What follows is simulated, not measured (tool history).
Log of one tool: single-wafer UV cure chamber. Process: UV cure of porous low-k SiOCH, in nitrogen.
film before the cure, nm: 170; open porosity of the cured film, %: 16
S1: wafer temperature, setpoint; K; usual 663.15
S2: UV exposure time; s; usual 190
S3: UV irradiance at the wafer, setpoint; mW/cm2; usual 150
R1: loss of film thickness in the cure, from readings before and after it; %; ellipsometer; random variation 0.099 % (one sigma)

{"run": 1, "day": 0.0, "S1": 663.15, "S2": 190, "S3": 150, "R1": 11.545}
{"run": 2, "day": 2.267, "S1": 663.15, "S2": 190, "S3": 150, "R1": 11.476}
{"day": 4.225, "done": "quartz window cleaned"}
{"run": 3, "day": 5.708, "S1": 671.15, "S2": 190, "S3": 150, "R1": 11.477}
{"run": 4, "day": 9.521, "S1": 663.15, "S2": 190, "S3": 150, "R1": 11.461}
{"run": 5, "day": 11.417, "S1": 663.15, "S2": 190, "S3": 150, "R1": 11.488}
{"run": 6, "day": 15.6, "S1": 677.15, "S2": 190, "S3": 120, "R1": 10.644}
{"run": 7, "day": 18.242, "S1": 663.15, "S2": 190, "S3": 150, "R1": 11.554}
{"run": 8, "day": 21.25, "S1": 663.15, "S2": 245, "S3": 150, "R1": 12.534}
{"run": 9, "day": 23.775, "S1": 663.15, "S2": 190, "S3": 150, "R1": 11.471}
{"run": 10, "day": 26.467, "S1": 663.15, "S2": 190, "S3": 150, "R1": 11.491}
{"run": 11, "day": 30.438, "S1": 663.15, "S2": 190, "S3": 150, "R1": 11.27}
{"run": 12, "day": 34.404, "S1": 663.15, "S2": 190, "S3": 150, "R1": 11.122}
{"day": 34.75, "done": "quartz window cleaned"}
{"run": 13, "day": 36.438, "S1": 663.15, "S2": 190, "S3": 150, "R1": 11.222}
{"run": 14, "day": 38.117, "S1": 663.15, "S2": 190, "S3": 150, "R1": 11.197}
{"run": 15, "day": 41.458, "S1": 663.15, "S2": 220, "S3": 167, "R1": 12.391}
{"run": 16, "day": 45.15, "S1": 663.15, "S2": 220, "S3": 167, "R1": 12.36}
{"run": 17, "day": 52.538, "S1": 663.15, "S2": 220, "S3": 167, "R1": 12.457}
{"run": 18, "day": 57.158, "S1": 663.15, "S2": 190, "S3": 150, "R1": 11.168}
{"day": 58.104, "done": "UV bulbs replaced"}
{"run": 19, "day": 59.771, "S1": 663.15, "S2": 275, "S3": 150, "R1": 13.866}
{"run": 20, "day": 62.071, "S1": 663.15, "S2": 275, "S3": 150, "R1": 13.709}
{"day": 64.254, "done": "quartz window cleaned"}
{"run": 21, "day": 64.362, "S1": 663.15, "S2": 275, "S3": 150, "R1": 13.996}
{"run": 22, "day": 68.208, "S1": 663.15, "S2": 190, "S3": 150, "R1": 12.231}
{"run": 23, "day": 71.908, "S1": 663.15, "S2": 190, "S3": 150, "R1": 12.128}
{"run": 24, "day": 74.912, "S1": 679.15, "S2": 190, "S3": 150, "R1": 12.357}
{"run": 25, "day": 77.888, "S1": 663.15, "S2": 190, "S3": 150, "R1": 12.295}
{"run": 26, "day": 80.467, "S1": 663.15, "S2": 190, "S3": 150, "R1": 12.072}
{"run": 27, "day": 82.104, "S1": 650.15, "S2": 280, "S3": 165, "R1": 13.956}
{"run": 28, "day": 85.633, "S1": 663.15, "S2": 190, "S3": 150, "R1": 12.026}
{"run": 29, "day": 88.075, "S1": 643.15, "S2": 190, "S3": 150, "R1": 11.56}
{"run": 30, "day": 91.879, "S1": 663.15, "S2": 255, "S3": 150, "R1": 13.643}
{"day": 93.921, "done": "quartz window cleaned"}
{"run": 31, "day": 94.867, "S1": 668.15, "S2": 160, "S3": 150, "R1": 11.324}
{"run": 32, "day": 97.879, "S1": 663.15, "S2": 105, "S3": 135, "R1": 8.951}
{"run": 33, "day": 100.417, "S1": 663.15, "S2": 190, "S3": 150, "R1": 12.055}
{"run": 34, "day": 102.038, "S1": 653.15, "S2": 260, "S3": 173, "R1": 13.739}
{"run": 35, "day": 105.329, "S1": 663.15, "S2": 295, "S3": 170, "R1": 14.315}
{"run": 36, "day": 107.283, "S1": 663.15, "S2": 155, "S3": 182, "R1": 11.98}
{"run": 37, "day": 110.012, "S1": 654.15, "S2": 285, "S3": 162, "R1": 13.905}
{"run": 38, "day": 114.267, "S1": 644.15, "S2": 190, "S3": 150, "R1": 11.284}
{"run": 39, "day": 117.617, "S1": 663.15, "S2": 105, "S3": 135, "R1": 8.814}
{"day": 119.617, "done": "quartz window cleaned"}
{"run": 40, "day": 119.638, "S1": 651.15, "S2": 190, "S3": 150, "R1": 11.755}
{"run": 41, "day": 121.479, "S1": 677.15, "S2": 240, "S3": 150, "R1": 13.042}
{"run": 42, "day": 123.492, "S1": 680.15, "S2": 155, "S3": 111, "R1": 9.905}
{"run": 43, "day": 126.675, "S1": 663.15, "S2": 105, "S3": 150, "R1": 9.279}
{"run": 44, "day": 128.958, "S1": 657.15, "S2": 190, "S3": 137, "R1": 11.219}
{"run": 45, "day": 131.204, "S1": 663.15, "S2": 190, "S3": 181, "R1": 12.596}
{"run": 46, "day": 133.442, "S1": 682.15, "S2": 265, "S3": 120, "R1": 12.589}
{"run": 47, "day": 135.967, "S1": 663.15, "S2": 220, "S3": 169, "R1": 12.86}
{"run": 48, "day": 139.267, "S1": 663.15, "S2": 190, "S3": 150, "R1": 11.722}
{"run": 49, "day": 142.242, "S1": 663.15, "S2": 105, "S3": 117, "R1": 8.005}

3 ways to go on from here, each from the tool as it stands after run 49. What would each give?
{"run": "A", "day": 142.262, "S1": 663.15, "S2": 225, "S3": 150, "R1": "?"}
{"run": "B", "day": 142.262, "S1": 683.15, "S2": 190, "S3": 150, "R1": "?"}
{"run": "C", "day": 142.262, "S1": 676.15, "S2": 255, "S3": 150, "R1": "?"}

run=A R1=12.387
run=B R1=11.972
run=C R1=13.187
Without the tool's hidden state the same runs would have given:
run=A R1=13.071
run=B R1=12.651
run=C R1=13.879
